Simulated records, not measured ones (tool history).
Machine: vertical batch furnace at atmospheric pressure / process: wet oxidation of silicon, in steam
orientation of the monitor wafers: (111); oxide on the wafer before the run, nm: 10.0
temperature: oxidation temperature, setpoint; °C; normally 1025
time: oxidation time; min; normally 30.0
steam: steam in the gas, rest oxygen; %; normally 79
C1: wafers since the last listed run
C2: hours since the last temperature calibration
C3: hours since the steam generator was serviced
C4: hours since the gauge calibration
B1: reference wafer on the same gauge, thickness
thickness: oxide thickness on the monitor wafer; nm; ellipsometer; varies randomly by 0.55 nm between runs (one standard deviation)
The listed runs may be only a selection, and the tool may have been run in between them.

Run 1, hour 0.0: usual settings; C1 0; C2 3203.8; C3 2637.6; C4 62.0; B1 349.13. Result: thickness 300.81 nm.
Run 2, hour 42.5: usual settings; C1 567; C2 3246.3; C3 2680.1; C4 104.5; B1 349.11. Result: thickness 300.25 nm.
Run 3, hour 58.1: usual settings; C1 208; C2 3261.9; C3 2695.7; C4 120.1; B1 348.94. Result: thickness 300.02 nm.
Run 4, hour 78.5: usual settings but temperature 1036 °C; C1 272; C2 3282.3; C3 2716.1; C4 140.5; B1 349.06. Result: thickness 318.17 nm.
Run 5, hour 124.0: usual settings but temperature 1036 °C; C1 607; C2 3327.8; C3 2761.6; C4 186.0; B1 348.86. Result: thickness 318.55 nm.
Run 6, hour 131.3: usual settings but temperature 1036 °C; C1 97; C2 3335.1; C3 2768.9; C4 193.3; B1 348.90. Result: thickness 319.79 nm.
Run 7, hour 146.2: usual settings; C1 198; C2 3350.0; C3 2783.8; C4 208.2; B1 348.97. Result: thickness 299.73 nm.
Run 8, hour 156.1: usual settings but temperature 1043 °C; C1 132; C2 3359.9; C3 2793.7; C4 218.1; B1 348.84. Result: thickness 330.40 nm.
Run 9, hour 166.5: usual settings but temperature 1043 °C; C1 138; C2 3370.3; C3 2804.1; C4 228.5; B1 348.96. Result: thickness 330.77 nm.
Run 10, hour 223.2: usual settings but temperature 1043 °C; C1 757; C2 3427.0; C3 2860.8; C4 285.2; B1 349.04. Result: thickness 329.95 nm.
Run 11, hour 234.8: usual settings but time 38.0 min, steam 72 %; C1 154; C2 3438.6; C3 2872.4; C4 296.8; B1 349.06. Result: thickness 326.98 nm.
At hour 275.6: thermocouples replaced and temperature profile calibrated.
Run 12, hour 276.1: usual settings but time 21.0 min; C1 231; C2 0.5; C3 2913.7; C4 338.1; B1 348.94. Result: thickness 238.03 nm.
Run 13, hour 281.3: usual settings but time 21.0 min; C1 69; C2 5.7; C3 2918.9; C4 343.3; B1 349.11. Result: thickness 238.89 nm.
Run 14, hour 292.1: usual settings but time 21.0 min; C1 144; C2 16.5; C3 2929.7; C4 354.1; B1 348.91. Result: thickness 237.81 nm.
Run 15, hour 302.3: usual settings but temperature 1035 °C, steam 70 %; C1 136; C2 26.7; C3 2939.9; C4 364.3; B1 348.93. Result: thickness 292.33 nm.
Run 16, hour 313.5: usual settings; C1 149; C2 37.9; C3 2951.1; C4 375.5; B1 349.14. Result: thickness 298.81 nm.
At hour 357.2: gauge calibrated.
Run 17, hour 357.2: usual settings but steam 71 %; C1 583; C2 81.6; C3 2994.8; C4 0.0; B1 348.89. Result: thickness 277.97 nm.
At hour 382.2: steam generator serviced.
Run 18, hour 382.7: usual settings but time 18.5 min; C1 20; C2 107.1; C3 0.5; C4 25.5; B1 349.09. Result: thickness 229.78 nm.
Run 19, hour 387.9: usual settings; C1 69; C2 112.3; C3 5.7; C4 30.7; B1 349.08. Result: thickness 311.84 nm.
Run 20, hour 405.0: usual settings but temperature 1000 °C; C1 228; C2 129.4; C3 22.8; C4 47.8; B1 348.95. Result: thickness 267.91 nm.
Run 21, hour 424.6: usual settings; C1 261; C2 149.0; C3 42.4; C4 67.4; B1 349.06. Result: thickness 312.74 nm.
Run 22, hour 440.4: usual settings; C1 210; C2 164.8; C3 58.2; C4 83.2; B1 349.01. Result: thickness 312.62 nm.
Run 23, hour 453.0: usual settings but temperature 1034 °C, time 37.0 min, steam 88 %; C1 168; C2 177.4; C3 70.8; C4 95.8; B1 348.93. Result: thickness 398.02 nm.
Run 24, hour 468.9: usual settings but temperature 1041 °C, time 23.0 min, steam 85 %; C1 212; C2 193.3; C3 86.7; C4 111.7; B1 349.02. Result: thickness 303.83 nm.
Run 25, hour 490.4: usual settings; C1 287; C2 214.8; C3 108.2; C4 133.2; B1 349.12. Result: thickness 312.31 nm.
Run 26, hour 501.4: usual settings but temperature 1048 °C, time 40.5 min, steam 87 %; C1 146; C2 225.8; C3 119.2; C4 144.2; B1 348.94. Result: thickness 445.95 nm.
Run 27, hour 513.2: usual settings but temperature 1039 °C, time 16.5 min, steam 73 %; C1 157; C2 237.6; C3 131.0; C4 156.0; B1 348.99. Result: thickness 222.47 nm.
Run 28, hour 534.6: usual settings but temperature 1038 °C, steam 74 %; C1 285; C2 259.0; C3 152.4; C4 177.4; B1 348.91. Result: thickness 322.67 nm.

Below are 5 alternative next runs, each starting from the tool's condition after run 28. Predict each:
Run A, hour 539.8: usual settings but time 26.0 min; C1 69; C2 264.2; C3 157.6; C4 182.6; B1 ?. Result: thickness ?.
Run B, hour 539.8: usual settings but temperature 1042 °C, time 43.5 min, steam 70 %; C1 69; C2 264.2; C3 157.6; C4 182.6; B1 ?. Result: thickness ?.
Run C, hour 539.8: usual settings but time 20.5 min; C1 69; C2 264.2; C3 157.6; C4 182.6; B1 ?. Result: thickness ?.
Run D, hour 539.8: usual settings but temperature 1042 °C, time 39.0 min, steam 86 %; C1 69; C2 264.2; C3 157.6; C4 182.6; B1 ?. Result: thickness ?.
Run E, hour 539.8: usual settings but time 41.0 min; C1 69; C2 264.2; C3 157.6; C4 182.6; B1 ?. Result: thickness ?.

run      B1  thickness
  A  348.98     286.27
  B  348.98     398.57
  C  348.98     246.14
  D  348.98     421.90
  E  348.98     379.27
Without the tool's unlogged condition, the same runs would have read:
run  thickness
  A     287.71
  B     400.46
  C     247.41
  D     423.89
  E     381.12
